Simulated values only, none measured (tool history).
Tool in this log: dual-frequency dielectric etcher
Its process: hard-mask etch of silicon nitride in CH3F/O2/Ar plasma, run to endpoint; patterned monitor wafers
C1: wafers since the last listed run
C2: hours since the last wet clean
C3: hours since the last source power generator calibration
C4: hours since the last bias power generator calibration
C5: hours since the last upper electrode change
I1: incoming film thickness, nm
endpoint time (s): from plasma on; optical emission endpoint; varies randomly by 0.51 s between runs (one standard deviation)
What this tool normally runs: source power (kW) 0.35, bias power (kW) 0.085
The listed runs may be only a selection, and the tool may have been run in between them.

run 1 day=0 | source_power_(kW)=0.35 bias_power_(kW)=0.085 | C1=0 C2=334.3 C3=2658.7 C4=1770.4 C5=3227.9 | I1=43.85 | endpoint_time_(s)=63.4
run 2 day=3.962 | source_power_(kW)=0.35 bias_power_(kW)=0.093 | C1=1507 C2=429.4 C3=2753.8 C4=1865.5 C5=3323 | I1=44.28 | endpoint_time_(s)=60.7
run 3 day=7.012 | source_power_(kW)=0.35 bias_power_(kW)=0.085 | C1=1160 C2=502.6 C3=2827 C4=1938.7 C5=3396.2 | I1=43.8 | endpoint_time_(s)=63.6
run 4 day=11.242 | source_power_(kW)=0.35 bias_power_(kW)=0.085 | C1=1609 C2=604.1 C3=2928.5 C4=2040.2 C5=3497.7 | I1=44.5 | endpoint_time_(s)=64.5
run 5 day=14.283 | source_power_(kW)=0.35 bias_power_(kW)=0.085 | C1=1157 C2=677.1 C3=3001.5 C4=2113.2 C5=3570.7 | I1=43.44 | endpoint_time_(s)=63.3
run 6 day=18.346 | source_power_(kW)=0.35 bias_power_(kW)=0.085 | C1=1546 C2=774.6 C3=3099 C4=2210.7 C5=3668.2 | I1=44.41 | endpoint_time_(s)=63.1
-- day=20.704 wet clean of the chamber
run 7 day=21.262 | source_power_(kW)=0.35 bias_power_(kW)=0.085 | C1=729 C2=13.4 C3=3169 C4=2280.7 C5=3738.2 | I1=44.22 | endpoint_time_(s)=63.8
run 8 day=23.617 | source_power_(kW)=0.35 bias_power_(kW)=0.098 | C1=895 C2=69.9 C3=3225.5 C4=2337.2 C5=3794.7 | I1=44.13 | endpoint_time_(s)=58.3
run 9 day=27.342 | source_power_(kW)=0.35 bias_power_(kW)=0.098 | C1=1417 C2=159.3 C3=3314.9 C4=2426.6 C5=3884.1 | I1=44.07 | endpoint_time_(s)=59.6
run 10 day=30.454 | source_power_(kW)=0.35 bias_power_(kW)=0.098 | C1=1184 C2=234 C3=3389.6 C4=2501.3 C5=3958.8 | I1=43.96 | endpoint_time_(s)=58.8
-- day=32.692 source power generator calibrated
run 11 day=33.117 | source_power_(kW)=0.32 bias_power_(kW)=0.076 | C1=949 C2=297.9 C3=10.2 C4=2565.2 C5=4022.7 | I1=44.59 | endpoint_time_(s)=71
run 12 day=34.992 | source_power_(kW)=0.41 bias_power_(kW)=0.066 | C1=713 C2=342.9 C3=55.2 C4=2610.2 C5=4067.7 | I1=44.15 | endpoint_time_(s)=70.7
run 13 day=38.004 | source_power_(kW)=0.41 bias_power_(kW)=0.085 | C1=1146 C2=415.2 C3=127.5 C4=2682.5 C5=4140 | I1=44.43 | endpoint_time_(s)=60.7
run 14 day=41.962 | source_power_(kW)=0.3 bias_power_(kW)=0.102 | C1=1506 C2=510.2 C3=222.5 C4=2777.5 C5=4235 | I1=44.02 | endpoint_time_(s)=60.3
run 15 day=45.812 | source_power_(kW)=0.41 bias_power_(kW)=0.071 | C1=1465 C2=602.6 C3=314.9 C4=2869.9 C5=4327.4 | I1=43.82 | endpoint_time_(s)=66.8
-- day=47.062 wet clean of the chamber
run 16 day=47.612 | source_power_(kW)=0.35 bias_power_(kW)=0.085 | C1=304 C2=13.2 C3=358.1 C4=2913.1 C5=4370.6 | I1=43.67 | endpoint_time_(s)=63.5
run 17 day=51.488 | source_power_(kW)=0.35 bias_power_(kW)=0.085 | C1=1474 C2=106.2 C3=451.1 C4=3006.1 C5=4463.6 | I1=44.22 | endpoint_time_(s)=65.1
run 18 day=55.567 | source_power_(kW)=0.35 bias_power_(kW)=0.085 | C1=1552 C2=204.1 C3=549 C4=3104 C5=4561.5 | I1=43.83 | endpoint_time_(s)=63.6
run 19 day=66.421 | source_power_(kW)=0.4 bias_power_(kW)=0.1 | C1=4130 C2=464.6 C3=809.5 C4=3364.5 C5=4822 | I1=43.94 | endpoint_time_(s)=54.7
run 20 day=69.433 | source_power_(kW)=0.43 bias_power_(kW)=0.072 | C1=1146 C2=536.9 C3=881.8 C4=3436.8 C5=4894.3 | I1=44.23 | endpoint_time_(s)=66
run 21 day=70.992 | source_power_(kW)=0.38 bias_power_(kW)=0.094 | C1=593 C2=574.3 C3=919.2 C4=3474.2 C5=4931.7 | I1=43.65 | endpoint_time_(s)=58.4
-- day=72.554 upper electrode replaced
run 22 day=73.708 | source_power_(kW)=0.3 bias_power_(kW)=0.091 | C1=653 C2=639.5 C3=984.4 C4=3539.4 C5=27.7 | I1=44.26 | endpoint_time_(s)=66.4
run 23 day=76.517 | source_power_(kW)=0.39 bias_power_(kW)=0.075 | C1=1068 C2=706.9 C3=1051.8 C4=3606.8 C5=95.1 | I1=43.96 | endpoint_time_(s)=66.8
-- day=76.688 bias power generator calibrated
-- day=78.112 wet clean of the chamber
run 24 day=79.454 | source_power_(kW)=0.31 bias_power_(kW)=0.065 | C1=673 C2=32.2 C3=1122.3 C4=66.4 C5=165.6 | I1=43.93 | endpoint_time_(s)=76.2
run 25 day=83.6 | source_power_(kW)=0.35 bias_power_(kW)=0.085 | C1=1577 C2=131.7 C3=1221.8 C4=165.9 C5=265.1 | I1=44.65 | endpoint_time_(s)=63
run 26 day=87.267 | source_power_(kW)=0.42 bias_power_(kW)=0.066 | C1=1395 C2=219.7 C3=1309.8 C4=253.9 C5=353.1 | I1=43.86 | endpoint_time_(s)=67.6
run 27 day=89.679 | source_power_(kW)=0.35 bias_power_(kW)=0.085 | C1=918 C2=277.6 C3=1367.7 C4=311.8 C5=411 | I1=44.43 | endpoint_time_(s)=63.1
run 28 day=93.621 | source_power_(kW)=0.35 bias_power_(kW)=0.092 | C1=1500 C2=372.2 C3=1462.3 C4=406.4 C5=505.6 | I1=44.13 | endpoint_time_(s)=59.6
run 29 day=95.804 | source_power_(kW)=0.32 bias_power_(kW)=0.091 | C1=830 C2=424.6 C3=1514.7 C4=458.8 C5=558 | I1=43.81 | endpoint_time_(s)=61.7
run 30 day=97.608 | source_power_(kW)=0.28 bias_power_(kW)=0.105 | C1=686 C2=467.9 C3=1558 C4=502.1 C5=601.3 | I1=43.73 | endpoint_time_(s)=60
run 31 day=100.55 | source_power_(kW)=0.29 bias_power_(kW)=0.076 | C1=1119 C2=538.5 C3=1628.6 C4=572.7 C5=671.9 | I1=43.89 | endpoint_time_(s)=72.2
run 32 day=104.112 | source_power_(kW)=0.35 bias_power_(kW)=0.102 | C1=1355 C2=624 C3=1714.1 C4=658.2 C5=757.4 | I1=43.83 | endpoint_time_(s)=56.2
run 33 day=106.371 | source_power_(kW)=0.43 bias_power_(kW)=0.076 | C1=859 C2=678.2 C3=1768.3 C4=712.4 C5=811.6 | I1=44.13 | endpoint_time_(s)=62.1
-- day=110.1 wet clean of the chamber
run 34 day=110.121 | source_power_(kW)=0.41 bias_power_(kW)=0.069 | C1=1046 C2=0.5 C3=1858.3 C4=802.4 C5=901.6 | I1=43.6 | endpoint_time_(s)=65.3
run 35 day=115.104 | source_power_(kW)=0.38 bias_power_(kW)=0.091 | C1=1896 C2=120.1 C3=1977.9 C4=922 C5=1021.2 | I1=44 | endpoint_time_(s)=58.9

Selected run-to-run steps in endpoint time (s), each split into two signed amounts: the part the tool would show with no hidden state at all (from settings, incoming material and random variation), and the remainder, which goes to the hidden state together with any gauge scatter not common to the measured and the hidden-state-free results:
Hidden state at play: etch rate over this chamber's usual, %; source power that arrives over what is set, %; bias power that arrives over what is set, %.
Run 10 -> 11: source power (kW) 0.35 -> 0.32, bias power (kW) 0.098 -> 0.076, source power generator calibrated. endpoint time (s) +12.2: hidden state +0.1, all else +12.1.
Run 13 -> 14: source power (kW) 0.41 -> 0.3, bias power (kW) 0.085 -> 0.102. endpoint time (s) -0.4: hidden state +0.2, all else -0.6.
Run 21 -> 22: source power (kW) 0.38 -> 0.3, bias power (kW) 0.094 -> 0.091, upper electrode replaced. endpoint time (s) +8: hidden state +0.3, all else +7.7.
Run 23 -> 24: source power (kW) 0.39 -> 0.31, bias power (kW) 0.075 -> 0.065, bias power generator calibrated, wet clean of the chamber. endpoint time (s) +9.4: hidden state -1.8, all else +11.2.
Run 24 -> 25: source power (kW) 0.31 -> 0.35, bias power (kW) 0.065 -> 0.085. endpoint time (s) -13.2: hidden state +0, all else -13.2.
Run 31 -> 32: source power (kW) 0.29 -> 0.35, bias power (kW) 0.076 -> 0.102. endpoint time (s) -16: hidden state -0.1, all else -15.9.

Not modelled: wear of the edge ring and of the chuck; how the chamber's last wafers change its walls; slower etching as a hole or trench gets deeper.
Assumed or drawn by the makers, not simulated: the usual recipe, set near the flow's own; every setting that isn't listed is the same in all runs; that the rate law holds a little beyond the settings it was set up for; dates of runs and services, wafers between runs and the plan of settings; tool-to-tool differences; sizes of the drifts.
